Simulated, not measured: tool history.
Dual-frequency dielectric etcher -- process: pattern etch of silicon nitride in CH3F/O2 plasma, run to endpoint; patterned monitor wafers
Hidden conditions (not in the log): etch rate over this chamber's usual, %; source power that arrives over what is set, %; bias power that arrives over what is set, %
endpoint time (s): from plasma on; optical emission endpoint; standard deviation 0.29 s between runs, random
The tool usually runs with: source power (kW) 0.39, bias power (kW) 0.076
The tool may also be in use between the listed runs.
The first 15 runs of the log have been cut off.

| run | hour | source power (kW) | bias power (kW) | wafers since the last listed run | hours since the last wet clean | hours since the last source power generator calibration | hours since the last bias power generator calibration | hours since the last upper electrode change | incoming incoming film thickness, nm | endpoint time (s) |
|---|---|---|---|---|---|---|---|---|---|---|
| 16 | 946 | 0.46 | 0.094 | 263 | 412.5 | 933 | 128.5 | 3133.9 | 94.8 | 86.3 |
|  | 988.2 | wet clean of the chamber |
| 17 | 990.8 | 0.34 | 0.076 | 108 | 2.6 | 977.8 | 173.3 | 3178.7 | 95.2 | 101.2 |
| 18 | 1096.3 | 0.39 | 0.076 | 548 | 108.1 | 1083.3 | 278.8 | 3284.2 | 94.1 | 95.6 |
| 19 | 1155.8 | 0.49 | 0.082 | 309 | 167.6 | 1142.8 | 338.3 | 3343.7 | 94.2 | 88.5 |
| 20 | 1244.3 | 0.44 | 0.069 | 459 | 256.1 | 1231.3 | 426.8 | 3432.2 | 96.1 | 95.9 |
| 21 | 1304.4 | 0.3 | 0.059 | 312 | 316.2 | 1291.4 | 486.9 | 3492.3 | 94.8 | 106.7 |
|  | 1348.1 | upper electrode replaced |
|  | 1410.1 | wet clean of the chamber |
| 22 | 1412 | 0.32 | 0.076 | 309 | 1.9 | 1399 | 594.5 | 63.9 | 94.4 | 100.4 |
| 23 | 1457.4 | 0.47 | 0.06 | 235 | 47.3 | 1444.4 | 639.9 | 109.3 | 94.3 | 95.6 |
| 24 | 1559.6 | 0.39 | 0.076 | 531 | 149.5 | 1546.6 | 742.1 | 211.5 | 94.3 | 95.1 |
| 25 | 1653.9 | 0.35 | 0.069 | 490 | 243.8 | 1640.9 | 836.4 | 305.8 | 94.6 | 99.8 |
|  | 1702.6 | source power generator calibrated |
| 26 | 1760.6 | 0.39 | 0.069 | 533 | 350.5 | 58 | 943.1 | 412.5 | 95.1 | 97.4 |
|  | 1849.9 | wet clean of the chamber |
| 27 | 1865.6 | 0.34 | 0.094 | 420 | 15.7 | 163 | 1048.1 | 517.5 | 93.1 | 93.3 |
| 28 | 1971.7 | 0.39 | 0.076 | 551 | 121.8 | 269.1 | 1154.2 | 623.6 | 95.5 | 97 |
| 29 | 2045.4 | 0.47 | 0.065 | 382 | 195.5 | 342.8 | 1227.9 | 697.3 | 94.7 | 94.8 |
| 30 | 2110.2 | 0.33 | 0.06 | 336 | 260.3 | 407.6 | 1292.7 | 762.1 | 94.2 | 104.4 |
| 31 | 2162.4 | 0.39 | 0.076 | 271 | 312.5 | 459.8 | 1344.9 | 814.3 | 95.6 | 96 |

What if the next run were any one of these 3? Each begins from the tool's condition after run 31:
| A | 2162.9 | 0.39 | 0.076 | 2 | 313 | 460.3 | 1345.4 | 814.8 | 94 | ? |
| B | 2162.9 | 0.45 | 0.066 | 2 | 313 | 460.3 | 1345.4 | 814.8 | 94 | ? |
| C | 2162.9 | 0.42 | 0.071 | 2 | 313 | 460.3 | 1345.4 | 814.8 | 94 | ? |

| run | endpoint time (s) |
|---|---|
| A | 94.8 |
| B | 94.4 |
| C | 94.5 |
Stripped of hidden state, with their random variation kept, the same runs would have yielded:
| run | endpoint time (s) |
|---|---|
| A | 96.8 |
| B | 96.5 |
| C | 96.6 |

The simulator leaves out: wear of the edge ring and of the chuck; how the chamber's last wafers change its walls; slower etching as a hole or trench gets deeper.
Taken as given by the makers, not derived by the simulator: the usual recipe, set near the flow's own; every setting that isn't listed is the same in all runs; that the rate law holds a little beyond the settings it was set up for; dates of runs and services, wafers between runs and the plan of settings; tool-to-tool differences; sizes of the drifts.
